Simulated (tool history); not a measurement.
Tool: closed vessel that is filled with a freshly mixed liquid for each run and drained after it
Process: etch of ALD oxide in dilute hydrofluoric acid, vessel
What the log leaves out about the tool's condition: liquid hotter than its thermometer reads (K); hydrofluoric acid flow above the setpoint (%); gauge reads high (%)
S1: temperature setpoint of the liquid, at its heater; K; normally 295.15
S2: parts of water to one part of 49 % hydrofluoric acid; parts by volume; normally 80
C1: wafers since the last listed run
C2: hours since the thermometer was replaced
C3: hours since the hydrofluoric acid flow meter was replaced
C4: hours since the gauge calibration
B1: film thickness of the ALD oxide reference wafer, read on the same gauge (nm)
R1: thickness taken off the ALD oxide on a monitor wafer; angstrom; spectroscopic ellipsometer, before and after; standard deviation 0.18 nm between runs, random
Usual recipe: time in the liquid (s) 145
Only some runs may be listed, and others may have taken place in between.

run 1 day=0 | S1=295.15 S2=80 time_in_the_liquid_(s)=145 | C1=0 C2=1446.4 C3=1174.1 C4=737.1 | B1=70 | R1=564.4
run 2 day=4.042 | S1=295.15 S2=80 time_in_the_liquid_(s)=145 | C1=12699 C2=1543.4 C3=1271.1 C4=834.1 | B1=70.04 | R1=558.7
run 3 day=6.454 | S1=295.15 S2=90 time_in_the_liquid_(s)=210 | C1=7580 C2=1601.3 C3=1329 C4=892 | B1=69.97 | R1=714.9
-- day=8.842 gauge calibrated
run 4 day=14.867 | S1=295.15 S2=80 time_in_the_liquid_(s)=145 | C1=26432 C2=1803.2 C3=1530.9 C4=144.6 | B1=70 | R1=563.8
run 5 day=16.796 | S1=295.15 S2=80 time_in_the_liquid_(s)=145 | C1=6061 C2=1849.5 C3=1577.2 C4=190.9 | B1=69.97 | R1=567.1
run 6 day=20.396 | S1=295.15 S2=80 time_in_the_liquid_(s)=145 | C1=11311 C2=1935.9 C3=1663.6 C4=277.3 | B1=70.02 | R1=565.8
run 7 day=22.908 | S1=295.15 S2=80 time_in_the_liquid_(s)=145 | C1=7894 C2=1996.2 C3=1723.9 C4=337.6 | B1=70.04 | R1=570.2
run 8 day=25.308 | S1=295.15 S2=80 time_in_the_liquid_(s)=120 | C1=7541 C2=2053.8 C3=1781.5 C4=395.2 | B1=70 | R1=468.9
run 9 day=27.383 | S1=295.15 S2=80 time_in_the_liquid_(s)=80 | C1=6519 C2=2103.6 C3=1831.3 C4=445 | B1=70.02 | R1=312.2
run 10 day=28.896 | S1=295.15 S2=80 time_in_the_liquid_(s)=80 | C1=4752 C2=2139.9 C3=1867.6 C4=481.3 | B1=69.98 | R1=315
run 11 day=31.512 | S1=295.15 S2=80 time_in_the_liquid_(s)=175 | C1=8221 C2=2202.7 C3=1930.4 C4=544.1 | B1=70.01 | R1=685.8
-- day=33.062 thermometer replaced
run 12 day=35.896 | S1=295.15 S2=80 time_in_the_liquid_(s)=175 | C1=13641 C2=68 C3=2035.6 C4=649.3 | B1=70.03 | R1=663.9
run 13 day=38.579 | S1=299.15 S2=80 time_in_the_liquid_(s)=180 | C1=8431 C2=132.4 C3=2100 C4=713.7 | B1=70.02 | R1=806.6
run 14 day=40.888 | S1=295.15 S2=80 time_in_the_liquid_(s)=145 | C1=7252 C2=187.8 C3=2155.4 C4=769.1 | B1=69.95 | R1=554.1
run 15 day=43.146 | S1=295.15 S2=80 time_in_the_liquid_(s)=145 | C1=7095 C2=242 C3=2209.6 C4=823.3 | B1=70.05 | R1=553
run 16 day=45.179 | S1=297.15 S2=95 time_in_the_liquid_(s)=220 | C1=6388 C2=290.8 C3=2258.4 C4=872.1 | B1=70.03 | R1=749.1
-- day=46.354 hydrofluoric acid flow meter replaced
run 17 day=48.996 | S1=295.15 S2=80 time_in_the_liquid_(s)=145 | C1=11861 C2=382.4 C3=63.4 C4=963.7 | B1=69.98 | R1=553.1
-- day=51.417 gauge calibrated
run 18 day=52.775 | S1=296.65 S2=40 time_in_the_liquid_(s)=145 | C1=11874 C2=473.1 C3=154.1 C4=32.6 | B1=69.98 | R1=1239.5
run 19 day=54.525 | S1=295.15 S2=80 time_in_the_liquid_(s)=145 | C1=5498 C2=515.1 C3=196.1 C4=74.6 | B1=69.98 | R1=559.8
run 20 day=58.912 | S1=298.65 S2=65 time_in_the_liquid_(s)=145 | C1=13785 C2=620.4 C3=301.4 C4=179.9 | B1=69.95 | R1=807.1
run 21 day=60.733 | S1=292.15 S2=100 time_in_the_liquid_(s)=145 | C1=5721 C2=664.1 C3=345.1 C4=223.6 | B1=70 | R1=384
run 22 day=63.392 | S1=291.65 S2=120 time_in_the_liquid_(s)=210 | C1=8352 C2=727.9 C3=408.9 C4=287.4 | B1=70 | R1=444.7
run 23 day=65.046 | S1=290.65 S2=80 time_in_the_liquid_(s)=220 | C1=5197 C2=767.6 C3=448.6 C4=327.1 | B1=69.98 | R1=696.6
run 24 day=67.346 | S1=296.65 S2=40 time_in_the_liquid_(s)=215 | C1=7226 C2=822.8 C3=503.8 C4=382.3 | B1=70.01 | R1=1848.1
run 25 day=70.267 | S1=293.65 S2=70 time_in_the_liquid_(s)=220 | C1=9177 C2=892.9 C3=573.9 C4=452.4 | B1=70.04 | R1=914.7

Hidden state, per run?
hydrofluoric acid flow above the setpoint (%): 0 across all the runs
gauge reads high (%): 0 across all the runs
H1: liquid hotter than its thermometer reads (K)
run=1 H1=0.52
run=2 H1=0.554
run=3 H1=0.573
run=4 H1=0.643
run=5 H1=0.659
run=6 H1=0.688
run=7 H1=0.709
run=8 H1=0.729
run=9 H1=0.746
run=10 H1=0.758
run=11 H1=0.78
run=12 H1=0.0513
run=13 H1=0.0734
run=14 H1=0.0925
run=15 H1=0.111
run=16 H1=0.128
run=17 H1=0.159
run=18 H1=0.19
run=19 H1=0.205
run=20 H1=0.241
run=21 H1=0.256
run=22 H1=0.278
run=23 H1=0.291
run=24 H1=0.31
run=25 H1=0.334
